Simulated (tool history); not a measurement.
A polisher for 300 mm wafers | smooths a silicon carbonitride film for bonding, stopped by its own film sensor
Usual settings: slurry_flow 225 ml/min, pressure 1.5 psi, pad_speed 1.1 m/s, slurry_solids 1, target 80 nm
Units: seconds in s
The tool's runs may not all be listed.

| run | hour | slurry_flow | pressure | pad_speed | slurry_solids | target | incoming thickness of the incoming film, nm | seconds |
|---|---|---|---|---|---|---|---|---|
| 1 | 0 | 225 | 1.5 | 1.1 | 1 | 75 | 101.1 | 115.7 |
| 2 | 18.2 | 225 | 1.5 | 1.1 | 1 | 75 | 98.6 | 107.8 |
| 3 | 51.2 | 225 | 1.5 | 1.1 | 1 | 75 | 101.9 | 120.7 |
| 4 | 80.1 | 225 | 1.5 | 1.1 | 1 | 80 | 100 | 94.7 |
| 5 | 95.6 | 225 | 1.5 | 1.1 | 1 | 80 | 100 | 95.9 |
| 6 | 129.2 | 225 | 1.5 | 1.1 | 1 | 80 | 99 | 88.9 |
| 7 | 145 | 225 | 1.5 | 1.2 | 1 | 80 | 98.5 | 83.7 |
| 8 | 164.2 | 225 | 1.5 | 1.1 | 1 | 80 | 100.8 | 104.1 |
|  | 190.2 | slurry blender recalibrated |
| 9 | 193.7 | 225 | 1.5 | 1.1 | 1 | 80 | 98.7 | 81.6 |
|  | 227.1 | worn pad replaced by a new one |
| 10 | 228 | 225 | 1.5 | 1.1 | 1 | 80 | 98.1 | 79.3 |
| 11 | 247.5 | 225 | 1.5 | 1.1 | 1 | 80 | 99.9 | 89.2 |
| 12 | 264.3 | 225 | 1.5 | 1.1 | 0.85 | 80 | 100.6 | 111.6 |
| 13 | 298.1 | 225 | 1.5 | 1.1 | 1 | 80 | 100 | 94.8 |
| 14 | 312.8 | 180 | 1.2 | 1.1 | 1 | 80 | 100.4 | 114.5 |
| 15 | 333.8 | 180 | 1.5 | 1.1 | 1 | 80 | 101.7 | 105.7 |
|  | 354.4 | head pressure recalibrated |
|  | 365.5 | slurry nozzle cleaned |
| 16 | 368.5 | 265 | 1.5 | 1.1 | 1 | 80 | 100.5 | 99.9 |
| 17 | 381.7 | 225 | 1.5 | 1.38 | 1 | 80 | 98.9 | 83.9 |

Run 18 comes next. What will it give?
|  | 396.1 | slurry blender recalibrated |
| 18 | 400.4 | 225 | 1.5 | 1.1 | 1 | 80 | 100.9 | ? |

Run 18 gave seconds 93.7 s.
Without the tool's hidden state the same run would have given seconds 92.5 s.

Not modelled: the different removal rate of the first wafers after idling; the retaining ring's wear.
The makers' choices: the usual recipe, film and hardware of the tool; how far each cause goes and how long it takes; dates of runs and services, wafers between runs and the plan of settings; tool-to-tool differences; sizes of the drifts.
